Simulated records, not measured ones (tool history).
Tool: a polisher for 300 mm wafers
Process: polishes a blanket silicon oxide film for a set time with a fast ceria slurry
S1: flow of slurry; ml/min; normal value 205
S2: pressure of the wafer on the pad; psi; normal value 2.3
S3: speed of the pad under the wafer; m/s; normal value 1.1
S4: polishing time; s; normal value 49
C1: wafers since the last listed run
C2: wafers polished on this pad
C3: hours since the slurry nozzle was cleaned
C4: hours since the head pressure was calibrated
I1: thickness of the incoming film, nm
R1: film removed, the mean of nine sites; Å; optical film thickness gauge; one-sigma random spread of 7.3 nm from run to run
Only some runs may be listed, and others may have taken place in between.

run 1 hour=0 | S1=205 S2=2.3 S3=1.1 S4=49 | C1=0 C2=124 C3=464.4 C4=507.6 | I1=1933.2 | R1=7565
run 2 hour=33.9 | S1=205 S2=2.3 S3=1.1 S4=49 | C1=285 C2=410 C3=498.3 C4=541.5 | I1=1896.1 | R1=7430
run 3 hour=88.3 | S1=205 S2=2.3 S3=1.32 S4=39 | C1=458 C2=868 C3=552.7 C4=595.9 | I1=1910.6 | R1=6848
-- hour=150.1 worn pad replaced by a new one
run 4 hour=153.4 | S1=205 S2=2.3 S3=1.32 S4=39 | C1=514 C2=27 C3=617.8 C4=661 | I1=1932.6 | R1=7316
run 5 hour=182.9 | S1=205 S2=2.3 S3=1.32 S4=39 | C1=248 C2=276 C3=647.3 C4=690.5 | I1=1898.8 | R1=7090
run 6 hour=249.5 | S1=205 S2=2.3 S3=1.1 S4=49 | C1=560 C2=837 C3=713.9 C4=757.1 | I1=1916.6 | R1=7164
-- hour=300.9 worn pad replaced by a new one
run 7 hour=301.4 | S1=205 S2=2.3 S3=1.1 S4=49 | C1=403 C2=4 C3=765.8 C4=809 | I1=1959.8 | R1=7592
-- hour=310.9 slurry nozzle cleaned
run 8 hour=342.5 | S1=205 S2=2.6 S3=1.1 S4=49 | C1=337 C2=342 C3=31.6 C4=850.1 | I1=1939.3 | R1=8203
run 9 hour=367.8 | S1=205 S2=1.8 S3=1.1 S4=49 | C1=213 C2=555 C3=56.9 C4=875.4 | I1=1935.3 | R1=5766
-- hour=381.7 head pressure recalibrated
run 10 hour=410.4 | S1=205 S2=2.3 S3=1.1 S4=54 | C1=341 C2=897 C3=99.5 C4=28.7 | I1=1938.6 | R1=7654
-- hour=454.1 worn pad replaced by a new one
run 11 hour=456.6 | S1=225 S2=2 S3=1.36 S4=34 | C1=355 C2=21 C3=145.7 C4=74.9 | I1=1910.1 | R1=5809
run 12 hour=495.7 | S1=205 S2=2.3 S3=1.38 S4=34 | C1=329 C2=350 C3=184.8 C4=114 | I1=1917.4 | R1=6471
run 13 hour=551.2 | S1=175 S2=2.3 S3=1.1 S4=38 | C1=467 C2=817 C3=240.3 C4=169.5 | I1=1934.8 | R1=5397
run 14 hour=615.7 | S1=205 S2=2.3 S3=1.1 S4=49 | C1=543 C2=1361 C3=304.8 C4=234 | I1=1926.5 | R1=6751
-- hour=620 worn pad replaced by a new one
run 15 hour=694 | S1=205 S2=2.3 S3=1.1 S4=49 | C1=625 C2=623 C3=383.1 C4=312.3 | I1=1888.3 | R1=7234
run 16 hour=737 | S1=205 S2=2.7 S3=1.1 S4=66 | C1=362 C2=985 C3=426.1 C4=355.3 | I1=1903.6 | R1=10714
run 17 hour=769.6 | S1=205 S2=2.3 S3=1.1 S4=49 | C1=274 C2=1260 C3=458.7 C4=387.9 | I1=1902.9 | R1=6662
-- hour=782.5 worn pad replaced by a new one
run 18 hour=795.7 | S1=205 S2=2.6 S3=1.34 S4=49 | C1=186 C2=111 C3=484.8 C4=414 | I1=1912.4 | R1=10292

Branching from run 18: 5 alternative next runs. What would each branch give?
run A hour=796.1 | S1=205 S2=2.3 S3=1.1 S4=49 | C1=3 C2=114 C3=485.2 C4=414.4 | I1=1939.6 | R1=?
run B hour=796.1 | S1=205 S2=2.3 S3=1.1 S4=44 | C1=3 C2=114 C3=485.2 C4=414.4 | I1=1939.6 | R1=?
run C hour=796.1 | S1=140 S2=2.7 S3=1.46 S4=64 | C1=3 C2=114 C3=485.2 C4=414.4 | I1=1939.6 | R1=?
run D hour=796.1 | S1=205 S2=1.8 S3=0.8 S4=49 | C1=3 C2=114 C3=485.2 C4=414.4 | I1=1939.6 | R1=?
run E hour=796.1 | S1=235 S2=2.6 S3=1.28 S4=58 | C1=3 C2=114 C3=485.2 C4=414.4 | I1=1939.6 | R1=?

run=A R1=7296
run=B R1=6551
run=C R1=13695
run=D R1=4295
run=E R1=11390
Had the tool no hidden state, the same runs would have come out as:
run=A R1=7572
run=B R1=6799
run=C R1=14213
run=D R1=4458
run=E R1=11821
